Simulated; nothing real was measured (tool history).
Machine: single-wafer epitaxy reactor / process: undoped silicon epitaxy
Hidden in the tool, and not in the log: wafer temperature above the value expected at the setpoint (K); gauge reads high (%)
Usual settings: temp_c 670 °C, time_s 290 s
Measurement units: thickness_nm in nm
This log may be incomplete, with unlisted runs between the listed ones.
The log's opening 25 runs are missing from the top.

| run | hour | temp_c | time_s | wafers since the last listed run | hours since the last pyrometer calibration | hours since the gauge calibration | read-back reference wafer on the same gauge, thickness_nm | thickness_nm |
|---|---|---|---|---|---|---|---|---|
| 26 | 320.8 | 663 | 290 | 58 | 2032.5 | 61.1 | 70.028 | 63.284 |
| 27 | 333.2 | 675 | 290 | 63 | 2044.9 | 73.5 | 70.085 | 78.551 |
| 28 | 346.4 | 670 | 290 | 67 | 2058.1 | 86.7 | 70.070 | 72.391 |
| 29 | 360.8 | 682 | 333 | 73 | 2072.5 | 101.1 | 70.185 | 102.668 |
| 30 | 374.5 | 663 | 290 | 70 | 2086.2 | 114.8 | 70.115 | 63.126 |
| 31 | 384.7 | 660 | 309 | 52 | 2096.4 | 125.0 | 70.079 | 63.973 |
| 32 | 411.7 | 666 | 314 | 138 | 2123.4 | 152.0 | 70.111 | 72.512 |
| 33 | 425.8 | 655 | 321 | 72 | 2137.5 | 166.1 | 70.167 | 61.010 |
| 34 | 438.1 | 678 | 330 | 62 | 2149.8 | 178.4 | 70.023 | 95.396 |
| 35 | 446.5 | 676 | 314 | 42 | 2158.2 | 186.8 | 70.181 | 87.066 |
| 36 | 462.0 | 682 | 248 | 79 | 2173.7 | 202.3 | 70.188 | 76.979 |
| 37 | 511.0 | 670 | 326 | 250 | 2222.7 | 251.3 | 70.100 | 82.001 |
|  | 522.7 | pyrometer calibrated |
| 38 | 523.2 | 677 | 322 | 21 | 0.5 | 263.5 | 70.090 | 85.746 |
| 39 | 534.4 | 670 | 242 | 57 | 11.7 | 274.7 | 70.011 | 56.846 |
| 40 | 542.6 | 657 | 245 | 41 | 19.9 | 282.9 | 70.071 | 45.084 |
| 41 | 556.2 | 670 | 314 | 69 | 33.5 | 296.5 | 70.160 | 73.879 |
| 42 | 569.1 | 678 | 233 | 65 | 46.4 | 309.4 | 70.127 | 63.350 |
| 43 | 586.5 | 670 | 290 | 89 | 63.8 | 326.8 | 70.115 | 68.218 |
| 44 | 635.2 | 670 | 290 | 249 | 112.5 | 375.5 | 70.115 | 68.250 |
| 45 | 652.5 | 662 | 323 | 88 | 129.8 | 392.8 | 70.056 | 65.810 |
| 46 | 668.4 | 675 | 309 | 81 | 145.7 | 408.7 | 70.125 | 80.150 |
| 47 | 684.7 | 670 | 255 | 83 | 162.0 | 425.0 | 70.122 | 60.182 |

4 options for the next run, each taken on its own from the tool as it stands now. Forecast them:
| A | 685.2 | 670 | 290 | 2 | 162.5 | 425.5 | ? | ? |
| B | 685.2 | 670 | 329 | 2 | 162.5 | 425.5 | ? | ? |
| C | 685.2 | 659 | 316 | 2 | 162.5 | 425.5 | ? | ? |
| D | 685.2 | 681 | 260 | 2 | 162.5 | 425.5 | ? | ? |

| run | read-back reference wafer on the same gauge, thickness_nm | thickness_nm |
|---|---|---|
| A | 70.138 | 68.065 |
| B | 70.138 | 77.218 |
| C | 70.138 | 60.487 |
| D | 70.138 | 74.516 |
With no hidden state in the tool, these same runs would have given:
| run | thickness_nm |
|---|---|
| A | 67.214 |
| B | 76.253 |
| C | 59.715 |
| D | 73.603 |
